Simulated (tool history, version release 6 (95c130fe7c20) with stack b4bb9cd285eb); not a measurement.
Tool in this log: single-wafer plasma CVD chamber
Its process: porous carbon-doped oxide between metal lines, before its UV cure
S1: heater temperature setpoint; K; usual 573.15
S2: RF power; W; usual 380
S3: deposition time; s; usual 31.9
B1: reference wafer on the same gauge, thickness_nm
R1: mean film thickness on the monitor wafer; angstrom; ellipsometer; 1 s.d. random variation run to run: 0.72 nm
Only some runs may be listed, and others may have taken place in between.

{"run": 1, "hour": 0.0, "S1": 573.15, "S2": 380, "S3": 31.9, "B1": 138.505, "R1": 1443.09}
{"run": 2, "hour": 29.6, "S1": 573.15, "S2": 380, "S3": 31.9, "B1": 138.826, "R1": 1453.61}
{"run": 3, "hour": 54.7, "S1": 573.15, "S2": 380, "S3": 31.9, "B1": 138.612, "R1": 1450.28}
{"run": 4, "hour": 79.4, "S1": 573.15, "S2": 380, "S3": 31.9, "B1": 138.64, "R1": 1466.2}
{"run": 5, "hour": 108.3, "S1": 573.15, "S2": 380, "S3": 31.9, "B1": 138.748, "R1": 1441.29}
{"run": 6, "hour": 125.1, "S1": 573.15, "S2": 380, "S3": 31.9, "B1": 138.722, "R1": 1453.59}
{"run": 7, "hour": 186.9, "S1": 573.15, "S2": 380, "S3": 31.9, "B1": 139.099, "R1": 1457.81}
{"run": 8, "hour": 200.2, "S1": 573.15, "S2": 380, "S3": 31.9, "B1": 139.066, "R1": 1462.38}
{"run": 9, "hour": 224.1, "S1": 573.15, "S2": 380, "S3": 34.1, "B1": 139.126, "R1": 1562.29}
{"run": 10, "hour": 258.4, "S1": 573.15, "S2": 380, "S3": 34.1, "B1": 139.325, "R1": 1566.81}
{"run": 11, "hour": 286.6, "S1": 573.15, "S2": 380, "S3": 31.9, "B1": 139.459, "R1": 1457.15}
{"hour": 319.4, "done": "thermocouple changed; heater temperature recalibrated"}
{"run": 12, "hour": 319.9, "S1": 573.15, "S2": 380, "S3": 31.9, "B1": 139.788, "R1": 1449.81}
{"run": 13, "hour": 342.7, "S1": 573.15, "S2": 380, "S3": 31.9, "B1": 139.725, "R1": 1468.28}
{"run": 14, "hour": 373.5, "S1": 573.15, "S2": 380, "S3": 31.9, "B1": 139.816, "R1": 1470.01}
{"run": 15, "hour": 406.9, "S1": 567.15, "S2": 310, "S3": 34.9, "B1": 140.056, "R1": 1385.78}
{"run": 16, "hour": 433.0, "S1": 573.15, "S2": 360, "S3": 27.0, "B1": 140.103, "R1": 1196.05}
{"hour": 455.7, "done": "RF generator calibrated"}
{"run": 17, "hour": 466.2, "S1": 573.15, "S2": 315, "S3": 31.9, "B1": 140.222, "R1": 1245.77}
{"run": 18, "hour": 481.9, "S1": 577.15, "S2": 355, "S3": 37.7, "B1": 140.485, "R1": 1586.07}
{"run": 19, "hour": 516.4, "S1": 573.15, "S2": 380, "S3": 31.9, "B1": 140.555, "R1": 1472.11}
{"run": 20, "hour": 550.6, "S1": 573.15, "S2": 380, "S3": 31.9, "B1": 140.691, "R1": 1458.8}
{"run": 21, "hour": 578.7, "S1": 569.15, "S2": 335, "S3": 36.5, "B1": 141.008, "R1": 1534.2}
{"hour": 583.2, "done": "gauge calibrated"}
{"run": 22, "hour": 600.2, "S1": 585.15, "S2": 380, "S3": 31.9, "B1": 137.233, "R1": 1363.84}
{"run": 23, "hour": 621.5, "S1": 578.15, "S2": 340, "S3": 29.0, "B1": 137.259, "R1": 1171.02}
{"run": 24, "hour": 653.1, "S1": 588.15, "S2": 440, "S3": 26.9, "B1": 137.406, "R1": 1270.49}
{"hour": 664.0, "done": "showerhead replaced"}
{"run": 25, "hour": 680.5, "S1": 573.15, "S2": 380, "S3": 31.9, "B1": 137.327, "R1": 1416.88}
{"run": 26, "hour": 713.8, "S1": 565.15, "S2": 310, "S3": 37.0, "B1": 137.304, "R1": 1459.82}
{"run": 27, "hour": 742.5, "S1": 579.15, "S2": 425, "S3": 36.9, "B1": 137.237, "R1": 1763.64}
{"run": 28, "hour": 756.7, "S1": 578.15, "S2": 440, "S3": 28.0, "B1": 137.419, "R1": 1385.9}
{"run": 29, "hour": 770.4, "S1": 558.15, "S2": 420, "S3": 29.5, "B1": 137.535, "R1": 1558.74}
{"run": 30, "hour": 852.2, "S1": 573.15, "S2": 380, "S3": 31.9, "B1": 137.494, "R1": 1434.58}
{"run": 31, "hour": 871.4, "S1": 573.15, "S2": 435, "S3": 29.0, "B1": 137.381, "R1": 1467.86}
{"run": 32, "hour": 902.1, "S1": 573.15, "S2": 380, "S3": 31.9, "B1": 137.665, "R1": 1437.45}
{"run": 33, "hour": 936.2, "S1": 573.15, "S2": 380, "S3": 31.9, "B1": 137.549, "R1": 1439.39}
{"run": 34, "hour": 963.1, "S1": 568.15, "S2": 420, "S3": 35.9, "B1": 137.934, "R1": 1784.95}
{"run": 35, "hour": 1061.8, "S1": 583.15, "S2": 325, "S3": 26.8, "B1": 138.275, "R1": 1016.73}

Difference, measured minus no-hidden-state, one row per run. Run-to-run variation is common to both terms; the gauge's own scatter need not be:
The hidden state here: wafer temperature above the value expected at the setpoint (K); delivered RF power above the setpoint (%); gauge reads high (%).
run=1 R1=+5.00
run=2 R1=+5.85
run=3 R1=+6.57
run=4 R1=+7.41
run=5 R1=+8.20
run=6 R1=+8.84
run=7 R1=+11.09
run=8 R1=+11.64
run=9 R1=+13.44
run=10 R1=+14.99
run=11 R1=+15.15
run=12 R1=+16.55
run=13 R1=+17.83
run=14 R1=+19.32
run=15 R1=+19.80
run=16 R1=+18.18
run=17 R1=+20.44
run=18 R1=+26.95
run=19 R1=+26.95
run=20 R1=+28.68
run=21 R1=+31.91
run=22 R1=-5.94
run=23 R1=-5.07
run=24 R1=-5.41
run=25 R1=-5.90
run=26 R1=-5.84
run=27 R1=-6.75
run=28 R1=-5.16
run=29 R1=-5.63
run=30 R1=-4.05
run=31 R1=-3.81
run=32 R1=-3.16
run=33 R1=-2.46
run=34 R1=-2.32
run=35 R1=+0.51
